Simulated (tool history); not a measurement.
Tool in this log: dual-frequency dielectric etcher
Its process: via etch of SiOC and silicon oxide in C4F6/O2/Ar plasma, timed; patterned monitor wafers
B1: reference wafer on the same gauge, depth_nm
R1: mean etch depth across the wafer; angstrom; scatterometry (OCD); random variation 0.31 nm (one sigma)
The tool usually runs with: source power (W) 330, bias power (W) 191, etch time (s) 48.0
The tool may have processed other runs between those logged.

run 1 day=0.000 | source_power_(W)=290 bias_power_(W)=191 etch_time_(s)=48.0 | B1=59.3 | R1=512
run 2 day=3.667 | source_power_(W)=310 bias_power_(W)=191 etch_time_(s)=42.0 | B1=59.6 | R1=461
run 3 day=5.296 | source_power_(W)=310 bias_power_(W)=191 etch_time_(s)=42.0 | B1=59.7 | R1=462
run 4 day=6.850 | source_power_(W)=310 bias_power_(W)=191 etch_time_(s)=42.0 | B1=59.9 | R1=461
run 5 day=9.800 | source_power_(W)=330 bias_power_(W)=191 etch_time_(s)=48.0 | B1=60.0 | R1=541
run 6 day=13.196 | source_power_(W)=330 bias_power_(W)=191 etch_time_(s)=48.0 | B1=60.2 | R1=542
run 7 day=15.596 | source_power_(W)=330 bias_power_(W)=191 etch_time_(s)=48.0 | B1=59.2 | R1=536
run 8 day=18.079 | source_power_(W)=270 bias_power_(W)=191 etch_time_(s)=48.0 | B1=59.3 | R1=501
run 9 day=19.633 | source_power_(W)=290 bias_power_(W)=146 etch_time_(s)=48.0 | B1=59.4 | R1=485
run 10 day=21.217 | source_power_(W)=390 bias_power_(W)=160 etch_time_(s)=35.0 | B1=59.6 | R1=394
run 11 day=23.779 | source_power_(W)=330 bias_power_(W)=154 etch_time_(s)=48.0 | B1=59.7 | R1=513
run 12 day=26.567 | source_power_(W)=370 bias_power_(W)=159 etch_time_(s)=62.0 | B1=59.9 | R1=694
run 13 day=29.562 | source_power_(W)=350 bias_power_(W)=223 etch_time_(s)=56.5 | B1=60.1 | R1=669
run 14 day=31.358 | source_power_(W)=330 bias_power_(W)=163 etch_time_(s)=48.0 | B1=60.2 | R1=523
run 15 day=35.671 | source_power_(W)=270 bias_power_(W)=191 etch_time_(s)=48.0 | B1=60.4 | R1=510
run 16 day=37.433 | source_power_(W)=330 bias_power_(W)=144 etch_time_(s)=41.5 | B1=60.4 | R1=441

Put back what was entered between runs (6 entries, withheld): which listed runs does each sit between, and how does the hidden state differ from the listed run before to the listed run after?
Logged between run 1 and run 2: wet clean of the chamber (day 2.692)
  gauge reads high (%): 1.02 -> 1.38
  measured result minus the result with no hidden state, R1: +5 -> +6 angstrom
Logged between run 6 and run 7: bias power generator calibrated (day 15.225); gauge calibrated (day 15.467)
  gauge reads high (%): 2.29 -> 0.72
  measured result minus the result with no hidden state, R1: +12 -> +4 angstrom
Logged between run 7 and run 8: upper electrode replaced (day 17.729)
  gauge reads high (%): 0.72 -> 0.959
  measured result minus the result with no hidden state, R1: +4 -> +5 angstrom
Logged between run 10 and run 11: wet clean of the chamber (day 23.758)
  gauge reads high (%): 1.26 -> 1.51
  measured result minus the result with no hidden state, R1: +5 -> +8 angstrom
Logged between run 11 and run 12: source power generator calibrated (day 25.612)
  gauge reads high (%): 1.51 -> 1.77
  measured result minus the result with no hidden state, R1: +8 -> +12 angstrom

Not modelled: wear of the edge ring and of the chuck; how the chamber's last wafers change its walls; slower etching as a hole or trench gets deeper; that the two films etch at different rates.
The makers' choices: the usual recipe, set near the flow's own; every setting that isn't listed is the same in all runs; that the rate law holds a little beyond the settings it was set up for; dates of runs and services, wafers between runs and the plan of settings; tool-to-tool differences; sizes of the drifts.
